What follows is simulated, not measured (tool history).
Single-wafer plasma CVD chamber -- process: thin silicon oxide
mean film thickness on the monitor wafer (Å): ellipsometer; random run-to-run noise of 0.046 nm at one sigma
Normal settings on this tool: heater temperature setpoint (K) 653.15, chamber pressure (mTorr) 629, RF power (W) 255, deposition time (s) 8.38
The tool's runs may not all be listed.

| run | hour | heater temperature setpoint (K) | chamber pressure (mTorr) | RF power (W) | deposition time (s) | read-back reference wafer on the same gauge, thickness_nm | mean film thickness on the monitor wafer (Å) |
|---|---|---|---|---|---|---|---|
| 1 | 0 | 649.15 | 732 | 255 | 8.38 | 9.006 | 112.73 |
| 2 | 17.1 | 649.15 | 732 | 255 | 8.38 | 9.007 | 112.13 |
| 3 | 33.5 | 653.15 | 629 | 255 | 8.38 | 9.004 | 95.99 |
|  | 43.3 | RF generator calibrated |
| 4 | 51.1 | 653.15 | 629 | 255 | 8.38 | 9.006 | 96.69 |
| 5 | 60.4 | 653.15 | 629 | 255 | 8.38 | 9 | 96.01 |
| 6 | 74.3 | 653.15 | 578 | 255 | 8.38 | 9.003 | 87.66 |
| 7 | 89.3 | 653.15 | 578 | 255 | 8.38 | 9.006 | 88.26 |
| 8 | 100.4 | 653.15 | 578 | 255 | 8.38 | 9.014 | 87.32 |
| 9 | 106.9 | 653.15 | 629 | 255 | 8.38 | 9.001 | 95.1 |
|  | 117 | capacitance manometer re-zeroed and calibrated |
| 10 | 122.9 | 653.15 | 512 | 255 | 8.38 | 9.002 | 85.85 |
| 11 | 137.7 | 645.15 | 629 | 255 | 9.87 | 9.008 | 123.73 |
| 12 | 146.2 | 649.15 | 629 | 255 | 9.21 | 8.996 | 116.49 |
|  | 159.1 | thermocouple changed; heater temperature recalibrated |
| 13 | 161 | 653.15 | 629 | 255 | 8.38 | 8.999 | 104.23 |
| 14 | 172.4 | 653.15 | 629 | 255 | 8.38 | 9.01 | 105.09 |
|  | 184 | showerhead replaced, of another model than before |
| 15 | 187.5 | 644.15 | 629 | 255 | 8.38 | 9.015 | 104.5 |
| 16 | 196.8 | 653.15 | 629 | 255 | 8.38 | 8.99 | 104.35 |
|  | 201.7 | gauge calibrated |
| 17 | 205.4 | 644.15 | 724 | 255 | 7.47 | 9.005 | 103.26 |
| 18 | 212.5 | 661.15 | 629 | 275 | 9.2 | 8.995 | 117.48 |
| 19 | 220.2 | 653.15 | 629 | 255 | 8.38 | 9.004 | 104.97 |
| 20 | 227 | 653.15 | 629 | 255 | 8.38 | 9.008 | 104.5 |
| 21 | 241.8 | 653.15 | 629 | 225 | 7.02 | 8.999 | 81.83 |
| 22 | 250.1 | 638.15 | 629 | 305 | 7.8 | 9.001 | 104.92 |
| 23 | 274.2 | 662.15 | 491 | 255 | 7.06 | 9.006 | 73.72 |
| 24 | 282.5 | 646.15 | 629 | 220 | 8.38 | 8.997 | 96.57 |
| 25 | 288.9 | 653.15 | 629 | 255 | 8.38 | 9.01 | 103.82 |
| 26 | 300.5 | 653.15 | 629 | 215 | 9.9 | 9 | 112.46 |
| 27 | 310.5 | 649.15 | 491 | 280 | 8.38 | 8.992 | 92.31 |
| 28 | 325.8 | 653.15 | 670 | 255 | 8.38 | 8.994 | 107.15 |
| 29 | 337 | 653.15 | 709 | 255 | 10.04 | 8.999 | 134.73 |

Each row is a separate what-if for the run after 29, all from the same tool condition, not one after another. Results?
| A | 337.4 | 667.15 | 629 | 255 | 8.38 | ? | ? |
| B | 337.4 | 659.15 | 629 | 255 | 8.38 | ? | ? |
| C | 337.4 | 653.15 | 629 | 255 | 8.96 | ? | ? |
| D | 337.4 | 653.15 | 520 | 255 | 8.38 | ? | ? |

| run | read-back reference wafer on the same gauge, thickness_nm | mean film thickness on the monitor wafer (Å) |
|---|---|---|
| A | 8.991 | 101.66 |
| B | 8.991 | 102.14 |
| C | 8.991 | 109.57 |
| D | 8.991 | 90.37 |
With no hidden state in the tool, these same runs would have given:
| run | mean film thickness on the monitor wafer (Å) |
|---|---|
| A | 103.08 |
| B | 103.56 |
| C | 111.1 |
| D | 91.67 |
